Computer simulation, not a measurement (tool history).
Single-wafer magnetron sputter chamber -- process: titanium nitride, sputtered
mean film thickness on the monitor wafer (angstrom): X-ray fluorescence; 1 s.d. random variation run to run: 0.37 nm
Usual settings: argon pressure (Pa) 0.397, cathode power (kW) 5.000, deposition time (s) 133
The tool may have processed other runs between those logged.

| run | day | argon pressure (Pa) | cathode power (kW) | deposition time (s) | read-back reference wafer on the same gauge, thickness_nm | mean film thickness on the monitor wafer (angstrom) |
|---|---|---|---|---|---|---|
| 1 | 0.000 | 0.397 | 4.150 | 133 | 117.987 | 1049.82 |
| 2 | 1.475 | 0.397 | 4.150 | 133 | 117.918 | 1043.39 |
| 3 | 2.683 | 0.397 | 5.000 | 133 | 117.937 | 1258.63 |
| 4 | 5.442 | 0.397 | 5.000 | 133 | 118.108 | 1270.40 |
|  | 10.875 | sputter target and shields replaced |
| 5 | 13.321 | 0.300 | 5.000 | 117 | 117.975 | 1154.98 |
| 6 | 16.038 | 0.397 | 5.000 | 126 | 117.964 | 1209.37 |
| 7 | 18.288 | 0.397 | 5.000 | 126 | 118.159 | 1201.13 |
|  | 20.417 | capacitance manometer re-zeroed and calibrated |
| 8 | 20.950 | 0.397 | 5.000 | 126 | 118.040 | 1167.78 |
| 9 | 23.042 | 0.397 | 5.000 | 133 | 118.089 | 1238.54 |
| 10 | 25.758 | 0.397 | 5.000 | 151 | 117.948 | 1406.83 |
| 11 | 27.733 | 0.397 | 5.000 | 133 | 118.011 | 1234.94 |
|  | 29.083 | sputter target and shields replaced |
| 12 | 30.675 | 0.397 | 5.000 | 133 | 117.924 | 1232.92 |
| 13 | 32.475 | 0.397 | 5.000 | 133 | 117.968 | 1234.37 |
| 14 | 34.833 | 0.397 | 5.350 | 133 | 118.021 | 1320.63 |
| 15 | 37.096 | 0.397 | 5.400 | 133 | 118.016 | 1336.82 |
|  | 40.267 | magnet pack replaced |
| 16 | 40.288 | 0.254 | 6.050 | 155 | 117.931 | 1844.12 |
| 17 | 42.571 | 0.262 | 5.000 | 122 | 117.992 | 1205.38 |
| 18 | 44.108 | 0.511 | 5.000 | 133 | 117.930 | 1181.12 |
|  | 45.000 | gauge calibrated |
| 19 | 46.892 | 0.397 | 5.000 | 133 | 118.064 | 1237.58 |
|  | 48.150 | sputter target and shields replaced |
| 20 | 49.254 | 0.512 | 4.300 | 108 | 118.016 | 821.95 |
| 21 | 51.154 | 0.257 | 5.000 | 108 | 118.057 | 1067.73 |
| 22 | 52.371 | 0.356 | 5.000 | 110 | 117.905 | 1036.66 |
| 23 | 54.712 | 0.397 | 5.000 | 133 | 117.888 | 1233.29 |
| 24 | 56.188 | 0.397 | 5.000 | 133 | 117.960 | 1238.35 |
| 25 | 60.921 | 0.397 | 5.000 | 133 | 118.031 | 1240.80 |
| 26 | 63.658 | 0.397 | 5.900 | 133 | 118.038 | 1461.59 |
|  | 64.558 | sputter target and shields replaced |
| 27 | 65.229 | 0.514 | 5.600 | 147 | 117.909 | 1464.64 |
| 28 | 66.908 | 0.397 | 5.000 | 133 | 117.925 | 1237.08 |
| 29 | 69.583 | 0.341 | 5.650 | 113 | 117.994 | 1215.46 |
| 30 | 70.975 | 0.484 | 3.900 | 146 | 118.014 | 1025.17 |
| 31 | 73.371 | 0.273 | 4.050 | 133 | 118.049 | 1056.49 |
| 32 | 76.117 | 0.505 | 4.350 | 116 | 118.045 | 900.35 |
| 33 | 80.625 | 0.397 | 5.000 | 133 | 118.044 | 1242.69 |

Alternative continuations, all from the tool just after run 33; predict every row:
| A | 80.642 | 0.397 | 5.000 | 125 | ? | ? |
| B | 80.642 | 0.293 | 5.600 | 117 | ? | ? |
| C | 80.642 | 0.309 | 5.800 | 145 | ? | ? |
| D | 80.642 | 0.318 | 5.000 | 133 | ? | ? |
| E | 80.642 | 0.252 | 5.750 | 133 | ? | ? |

| run | read-back reference wafer on the same gauge, thickness_nm | mean film thickness on the monitor wafer (angstrom) |
|---|---|---|
| A | 117.983 | 1167.38 |
| B | 117.983 | 1276.95 |
| C | 117.983 | 1628.31 |
| D | 117.983 | 1282.79 |
| E | 117.983 | 1515.93 |
Take away the tool's hidden state, keep each run's random variation, and the runs would have read:
| run | mean film thickness on the monitor wafer (angstrom) |
|---|---|
| A | 1161.06 |
| B | 1272.02 |
| C | 1621.63 |
| D | 1277.36 |
| E | 1511.03 |
